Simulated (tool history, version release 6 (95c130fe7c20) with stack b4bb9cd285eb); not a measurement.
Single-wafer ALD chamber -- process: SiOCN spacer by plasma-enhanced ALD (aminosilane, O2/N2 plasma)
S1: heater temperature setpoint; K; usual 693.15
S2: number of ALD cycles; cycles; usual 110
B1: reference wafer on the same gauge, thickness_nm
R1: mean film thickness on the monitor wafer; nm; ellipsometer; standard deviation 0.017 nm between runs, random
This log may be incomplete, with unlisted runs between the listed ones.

Run 1, hour 0.0: usual settings; B1 7.293. Result: R1 6.383 nm.
Run 2, hour 25.2: usual settings but S2 118 cycles; B1 7.289. Result: R1 6.887 nm.
Run 3, hour 50.0: usual settings but S2 118 cycles; B1 7.289. Result: R1 6.862 nm.
Run 4, hour 87.3: usual settings but S2 118 cycles; B1 7.289. Result: R1 6.857 nm.
Run 5, hour 228.8: usual settings but S2 94 cycles; B1 7.290. Result: R1 5.469 nm.
Run 6, hour 256.6: usual settings but S2 94 cycles; B1 7.295. Result: R1 5.512 nm.
Run 7, hour 298.3: usual settings; B1 7.288. Result: R1 6.433 nm.
Run 8, hour 343.7: usual settings; B1 7.293. Result: R1 6.449 nm.
Run 9, hour 380.8: usual settings but S2 95 cycles; B1 7.289. Result: R1 5.571 nm.
Run 10, hour 451.6: usual settings but S2 95 cycles; B1 7.293. Result: R1 5.577 nm.
At hour 454.1: gauge calibrated.
Run 11, hour 504.7: usual settings but S1 685.15 K, S2 127 cycles; B1 7.292. Result: R1 7.685 nm.
Run 12, hour 537.3: usual settings but S1 685.15 K, S2 127 cycles; B1 7.293. Result: R1 7.656 nm.
At hour 576.1: thermocouple changed; heater temperature recalibrated.
Run 13, hour 576.6: usual settings; B1 7.294. Result: R1 6.348 nm.
Run 14, hour 634.1: usual settings; B1 7.291. Result: R1 6.291 nm.
Run 15, hour 679.8: usual settings but S1 703.15 K, S2 91 cycles; B1 7.289. Result: R1 5.050 nm.
Run 16, hour 841.8: usual settings but S1 701.15 K; B1 7.286. Result: R1 6.155 nm.
Run 17, hour 895.4: usual settings; B1 7.287. Result: R1 6.345 nm.
Run 18, hour 960.0: usual settings but S1 702.15 K, S2 127 cycles; B1 7.292. Result: R1 7.075 nm.
Run 19, hour 1009.8: usual settings; B1 7.291. Result: R1 6.325 nm.
Run 20, hour 1066.8: usual settings but S1 703.15 K, S2 126 cycles; B1 7.285. Result: R1 6.970 nm.
Run 21, hour 1125.8: usual settings; B1 7.286. Result: R1 6.348 nm.
Run 22, hour 1186.8: usual settings but S2 94 cycles; B1 7.291. Result: R1 5.405 nm.
Run 23, hour 1252.6: usual settings but S1 706.15 K, S2 88 cycles; B1 7.290. Result: R1 4.829 nm.
Run 24, hour 1311.9: usual settings; B1 7.289. Result: R1 6.330 nm.
Run 25, hour 1356.6: usual settings but S1 706.15 K, S2 117 cycles; B1 7.291. Result: R1 6.417 nm.
Run 26, hour 1405.5: usual settings but S1 679.15 K; B1 7.289. Result: R1 6.685 nm.
Run 27, hour 1458.4: usual settings but S1 703.15 K, S2 103 cycles; B1 7.292. Result: R1 5.702 nm.
Run 28, hour 1503.4: usual settings but S2 125 cycles; B1 7.290. Result: R1 7.169 nm.

The logged runs with the hidden state left out (each run's random variation unchanged):
The hidden state here: wafer temperature above the value expected at the setpoint (K); gauge reads high (%).
run     R1
  1  6.292
  2  6.786
  3  6.759
  4  6.751
  5  5.374
  6  5.414
  7  6.314
  8  6.326
  9  5.461
 10  5.461
 11  7.523
 12  7.491
 13  6.335
 14  6.279
 15  5.039
 16  6.141
 17  6.330
 18  7.057
 19  6.308
 20  6.949
 21  6.328
 22  5.387
 23  4.811
 24  6.305
 25  6.389
 26  6.657
 27  5.674
 28  7.133
